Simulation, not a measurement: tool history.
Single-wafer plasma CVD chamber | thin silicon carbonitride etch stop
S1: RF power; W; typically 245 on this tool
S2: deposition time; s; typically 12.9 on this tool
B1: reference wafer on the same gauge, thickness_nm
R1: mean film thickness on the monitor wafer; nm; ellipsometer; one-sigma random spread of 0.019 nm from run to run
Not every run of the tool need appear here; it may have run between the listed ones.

run,hour,S1,S2,B1,R1
1,0.0,245,12.9,6.736,7.921
2,70.5,245,12.9,6.730,7.950
3,100.0,245,12.9,6.737,7.938
4,169.8,245,12.9,6.721,7.950
5,204.0,265,12.9,6.737,8.212
6,274.7,265,12.9,6.716,8.237
7,312.5,265,12.9,6.719,8.190
8,369.4,245,12.9,6.708,7.951
9,429.8,245,12.9,6.710,7.912
10,482.6,245,11.2,6.701,6.891
11,509.5,245,11.2,6.702,6.882
# hour 531.7: thermocouple changed; heater temperature recalibrated
12,541.5,245,12.9,6.693,7.906
13,578.6,245,12.9,6.684,7.882
# hour 593.5: showerhead replaced
14,646.8,245,12.9,6.677,7.902
15,693.9,245,12.9,6.668,7.908
16,728.0,245,12.9,6.663,7.903
17,798.8,245,12.9,6.654,7.857
# hour 811.9: RF generator calibrated
18,850.0,200,15.1,6.644,8.388
19,892.6,245,11.0,6.645,6.672
20,943.7,215,12.9,6.631,7.388
21,990.9,245,14.9,6.624,9.034
22,1019.1,245,12.9,6.624,7.833
23,1072.1,245,12.9,6.615,7.837
24,1102.6,245,12.9,6.606,7.805
25,1158.5,245,12.9,6.593,7.787
# hour 1171.7: gauge calibrated
26,1194.9,265,12.9,6.724,8.237
27,1237.3,200,10.7,6.718,5.999
28,1281.4,245,13.8,6.724,8.492
29,1336.0,245,14.1,6.721,8.621
# hour 1350.4: thermocouple changed; heater temperature recalibrated
30,1443.3,260,12.9,6.711,8.125
31,1470.7,245,11.2,6.718,6.888
32,1526.6,205,12.9,6.717,7.318
33,1567.4,245,14.4,6.711,8.854
34,1600.4,220,14.8,6.700,8.670
35,1638.1,245,12.9,6.699,7.905

Below, some changes in R1 between adjacent runs. For each, the amount present without the hidden state too (settings, incoming material, random variation) and the amount remaining for the hidden state with gauge scatter not shared by both compared results:
Hidden state at play: wafer temperature above the value expected at the setpoint (K); delivered RF power above the setpoint (%); gauge reads high (%).
Run 18 -> 19: S1 200 -> 245, S2 15.1 -> 11.0. R1 -1.716 nm: hidden state +0.019, all else -1.735.
Run 19 -> 20: S1 245 -> 215, S2 11.0 -> 12.9. R1 +0.716 nm: hidden state -0.022, all else +0.738.
Run 20 -> 21: S1 215 -> 245, S2 12.9 -> 14.9. R1 +1.646 nm: hidden state -0.040, all else +1.686.
Run 25 -> 26: S1 245 -> 265, gauge calibrated. R1 +0.450 nm: hidden state +0.148, all else +0.302.
Run 26 -> 27: S1 265 -> 200, S2 12.9 -> 10.7. R1 -2.238 nm: hidden state +0.011, all else -2.249.
Run 27 -> 28: S1 200 -> 245, S2 10.7 -> 13.8. R1 +2.493 nm: hidden state -0.013, all else +2.506.
